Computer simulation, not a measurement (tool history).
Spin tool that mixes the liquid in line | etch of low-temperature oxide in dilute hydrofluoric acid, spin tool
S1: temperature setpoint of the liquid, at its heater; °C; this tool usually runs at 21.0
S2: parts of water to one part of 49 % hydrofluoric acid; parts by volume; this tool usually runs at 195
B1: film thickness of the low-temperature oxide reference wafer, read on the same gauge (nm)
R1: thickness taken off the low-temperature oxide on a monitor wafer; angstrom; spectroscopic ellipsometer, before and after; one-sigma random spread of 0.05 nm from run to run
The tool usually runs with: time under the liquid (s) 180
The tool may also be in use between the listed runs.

Run 1, day 0.000: usual settings; B1 69.98. Result: R1 85.6 angstrom.
Run 2, day 1.183: usual settings; B1 70.02. Result: R1 85.7 angstrom.
Run 3, day 2.117: usual settings; B1 70.02. Result: R1 84.4 angstrom.
Run 4, day 2.946: usual settings; B1 69.98. Result: R1 84.7 angstrom.
Run 5, day 3.562: usual settings; B1 69.98. Result: R1 84.3 angstrom.
Run 6, day 4.579: usual settings but S1 20.0 °C, time under the liquid (s) 115; B1 70.01. Result: R1 52.8 angstrom.
Run 7, day 5.550: usual settings but S1 20.0 °C, time under the liquid (s) 115; B1 69.93. Result: R1 52.3 angstrom.
Run 8, day 6.112: usual settings but S1 20.0 °C, time under the liquid (s) 115; B1 69.99. Result: R1 52.3 angstrom.
Run 9, day 6.654: usual settings but S2 260 parts by volume; B1 70.00. Result: R1 59.8 angstrom.
Run 10, day 7.321: usual settings; B1 69.98. Result: R1 84.5 angstrom.
Run 11, day 8.475: usual settings; B1 69.96. Result: R1 84.7 angstrom.
Run 12, day 9.192: usual settings but time under the liquid (s) 230; B1 69.99. Result: R1 107.9 angstrom.
Run 13, day 10.392: usual settings but S1 17.0 °C, S2 275 parts by volume, time under the liquid (s) 80; B1 70.03. Result: R1 19.9 angstrom.
Run 14, day 11.029: usual settings but time under the liquid (s) 280; B1 70.01. Result: R1 123.2 angstrom.
Run 15, day 12.025: usual settings but S2 130 parts by volume, time under the liquid (s) 215; B1 70.01. Result: R1 153.0 angstrom.
Run 16, day 13.083: usual settings; B1 70.06. Result: R1 84.0 angstrom.
Run 17, day 14.192: usual settings but S1 23.0 °C, S2 170 parts by volume, time under the liquid (s) 95; B1 69.99. Result: R1 56.2 angstrom.
Run 18, day 15.279: usual settings but S1 23.5 °C, S2 225 parts by volume, time under the liquid (s) 135; B1 69.98. Result: R1 58.4 angstrom.
Run 19, day 16.350: usual settings; B1 70.02. Result: R1 84.2 angstrom.
Run 20, day 17.375: usual settings but time under the liquid (s) 260; B1 69.99. Result: R1 121.3 angstrom.
Run 21, day 18.425: usual settings but S1 23.0 °C, S2 120 parts by volume, time under the liquid (s) 210; B1 69.99. Result: R1 186.8 angstrom.
Run 22, day 19.762: usual settings; B1 69.98. Result: R1 84.3 angstrom.

Taken out of this log: 3 entries between the listed runs. Where each belongs, and how the hidden state differs across it:
Run 12 -> run 13: thermometer replaced (day 9.288)
  liquid hotter than its thermometer reads (K): 1.85 -> 0.11; hydrofluoric acid flow below the setpoint (%): 4.73 -> 4.91
  difference, measured minus the result without the unlogged condition, R1: +1.2 -> -1.2 angstrom
Run 14 -> run 15: gauge calibrated (day 11.792)
  liquid hotter than its thermometer reads (K): 0.139 -> 0.186; hydrofluoric acid flow below the setpoint (%): 5 -> 5.15
  difference, measured minus the result without the unlogged condition, R1: -7.2 -> -8.4 angstrom
Run 15 -> run 16: hydrofluoric acid flow meter replaced (day 12.667)
  liquid hotter than its thermometer reads (K): 0.186 -> 0.235; hydrofluoric acid flow below the setpoint (%): 5.15 -> 0.474
  difference, measured minus the result without the unlogged condition, R1: -8.4 -> +0.3 angstrom

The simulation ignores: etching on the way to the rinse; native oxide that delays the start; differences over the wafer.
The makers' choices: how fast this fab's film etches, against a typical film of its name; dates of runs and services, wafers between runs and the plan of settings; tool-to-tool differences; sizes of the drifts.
